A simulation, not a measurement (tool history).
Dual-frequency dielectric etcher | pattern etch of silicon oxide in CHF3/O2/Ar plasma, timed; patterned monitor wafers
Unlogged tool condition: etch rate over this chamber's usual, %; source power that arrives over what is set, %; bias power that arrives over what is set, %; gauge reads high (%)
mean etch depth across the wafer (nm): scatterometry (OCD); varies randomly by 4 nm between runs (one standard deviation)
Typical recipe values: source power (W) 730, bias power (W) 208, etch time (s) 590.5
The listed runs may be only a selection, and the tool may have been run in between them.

| run | day | source power (W) | bias power (W) | etch time (s) | wafers since the last listed run | hours since the last wet clean | hours since the last source power generator calibration | hours since the last bias power generator calibration | hours since the last upper electrode change | hours since the gauge calibration | read-back reference wafer on the same gauge, depth_nm | mean etch depth across the wafer (nm) |
|---|---|---|---|---|---|---|---|---|---|---|---|---|
| 1 | 0 | 730 | 208 | 590.5 | 0 | 471 | 2190.2 | 757.7 | 4234.6 | 1121.7 | 1561.9 | 1389.2 |
| 2 | 1.688 | 730 | 208 | 590.5 | 161 | 511.5 | 2230.7 | 798.2 | 4275.1 | 1162.2 | 1559.6 | 1399.2 |
|  | 6.125 | wet clean of the chamber |
| 3 | 6.146 | 730 | 208 | 590.5 | 331 | 0.5 | 2337.7 | 905.2 | 4382.1 | 1269.2 | 1560.4 | 1394.7 |
| 4 | 8.942 | 730 | 208 | 590.5 | 267 | 67.6 | 2404.8 | 972.3 | 4449.2 | 1336.3 | 1560 | 1389.3 |
| 5 | 10.512 | 850 | 208 | 503.5 | 150 | 105.3 | 2442.5 | 1010 | 4486.9 | 1374 | 1559.2 | 1271 |
| 6 | 12.725 | 850 | 208 | 503.5 | 212 | 158.4 | 2495.6 | 1063.1 | 4540 | 1427.1 | 1561.2 | 1277.2 |
| 7 | 14.979 | 730 | 208 | 590.5 | 216 | 212.5 | 2549.7 | 1117.2 | 4594.1 | 1481.2 | 1560.1 | 1393.3 |
| 8 | 17.633 | 730 | 208 | 590.5 | 254 | 276.2 | 2613.4 | 1180.9 | 4657.8 | 1544.9 | 1558.9 | 1393.9 |
| 9 | 20.65 | 730 | 232 | 590.5 | 289 | 348.6 | 2685.8 | 1253.3 | 4730.2 | 1617.3 | 1560.5 | 1475.8 |
|  | 24.675 | source power generator calibrated |
| 10 | 24.696 | 730 | 232 | 590.5 | 371 | 445.7 | 0.5 | 1350.4 | 4827.3 | 1714.4 | 1560.2 | 1474 |
|  | 27.538 | wet clean of the chamber |
| 11 | 28.529 | 730 | 208 | 653.5 | 271 | 23.8 | 92.5 | 1442.4 | 4919.3 | 1806.4 | 1559.5 | 1539.9 |
| 12 | 31.538 | 730 | 208 | 487.5 | 288 | 96 | 164.7 | 1514.6 | 4991.5 | 1878.6 | 1560.9 | 1146.8 |
| 13 | 33.958 | 730 | 227 | 590.5 | 232 | 154.1 | 222.8 | 1572.7 | 5049.6 | 1936.7 | 1560.4 | 1455.8 |
| 14 | 36.512 | 860 | 208 | 590.5 | 244 | 215.4 | 284.1 | 1634 | 5110.9 | 1998 | 1560.4 | 1500.3 |
| 15 | 38.521 | 730 | 232 | 590.5 | 192 | 263.6 | 332.3 | 1682.2 | 5159.1 | 2046.2 | 1559.6 | 1477.9 |
|  | 38.842 | gauge calibrated |
|  | 40.104 | upper electrode replaced |
| 16 | 44.938 | 790 | 208 | 590.5 | 519 | 417.6 | 486.3 | 1836.2 | 116 | 146.3 | 1560.6 | 1448.7 |
|  | 47.692 | bias power generator calibrated |
| 17 | 49.158 | 850 | 208 | 503.5 | 388 | 518.9 | 587.6 | 35.2 | 217.3 | 247.6 | 1562 | 1275.5 |
| 18 | 51.129 | 680 | 208 | 439.5 | 188 | 566.2 | 634.9 | 82.5 | 264.6 | 294.9 | 1560.8 | 1005.9 |
| 19 | 52.688 | 730 | 208 | 590.5 | 149 | 603.6 | 672.3 | 119.9 | 302 | 332.3 | 1561.1 | 1397.5 |
|  | 55.092 | wet clean of the chamber |
| 20 | 55.112 | 910 | 172 | 436 | 136 | 0.5 | 730.5 | 178.1 | 360.2 | 390.5 | 1559.4 | 1023.1 |
| 21 | 58.85 | 730 | 208 | 424.5 | 358 | 90.2 | 820.2 | 267.8 | 449.9 | 480.2 | 1559.5 | 1002.1 |
| 22 | 63.138 | 730 | 195 | 541.5 | 410 | 193.1 | 923.1 | 370.7 | 552.8 | 583.1 | 1561.7 | 1229.4 |
| 23 | 66.642 | 850 | 208 | 503.5 | 335 | 277.2 | 1007.2 | 454.8 | 636.9 | 667.2 | 1559.3 | 1282.6 |
| 24 | 71.017 | 870 | 186 | 713.5 | 419 | 382.2 | 1112.2 | 559.8 | 741.9 | 772.2 | 1560.7 | 1720.5 |
| 25 | 74.821 | 560 | 259 | 496 | 364 | 473.5 | 1203.5 | 651.1 | 833.2 | 863.5 | 1559.7 | 1154.6 |

Consider 5 possible next runs. They are alternatives, not a sequence: every one starts from the tool as it was left by run 25. What does each give?
| A | 74.846 | 730 | 208 | 590.5 | 2 | 474.1 | 1204.1 | 651.7 | 833.8 | 864.1 | ? | ? |
| B | 74.846 | 850 | 176 | 590.5 | 2 | 474.1 | 1204.1 | 651.7 | 833.8 | 864.1 | ? | ? |
| C | 74.846 | 730 | 208 | 661.5 | 2 | 474.1 | 1204.1 | 651.7 | 833.8 | 864.1 | ? | ? |
| D | 74.846 | 730 | 195 | 590.5 | 2 | 474.1 | 1204.1 | 651.7 | 833.8 | 864.1 | ? | ? |
| E | 74.846 | 730 | 259 | 590.5 | 2 | 474.1 | 1204.1 | 651.7 | 833.8 | 864.1 | ? | ? |

| run | read-back reference wafer on the same gauge, depth_nm | mean etch depth across the wafer (nm) |
|---|---|---|
| A | 1560.8 | 1389.2 |
| B | 1560.8 | 1360.2 |
| C | 1560.8 | 1556.2 |
| D | 1560.8 | 1340.6 |
| E | 1560.8 | 1560.6 |
What these runs would have given with no unlogged condition in the tool:
| run | mean etch depth across the wafer (nm) |
|---|---|
| A | 1389.2 |
| B | 1360.2 |
| C | 1556.2 |
| D | 1340.6 |
| E | 1560.6 |

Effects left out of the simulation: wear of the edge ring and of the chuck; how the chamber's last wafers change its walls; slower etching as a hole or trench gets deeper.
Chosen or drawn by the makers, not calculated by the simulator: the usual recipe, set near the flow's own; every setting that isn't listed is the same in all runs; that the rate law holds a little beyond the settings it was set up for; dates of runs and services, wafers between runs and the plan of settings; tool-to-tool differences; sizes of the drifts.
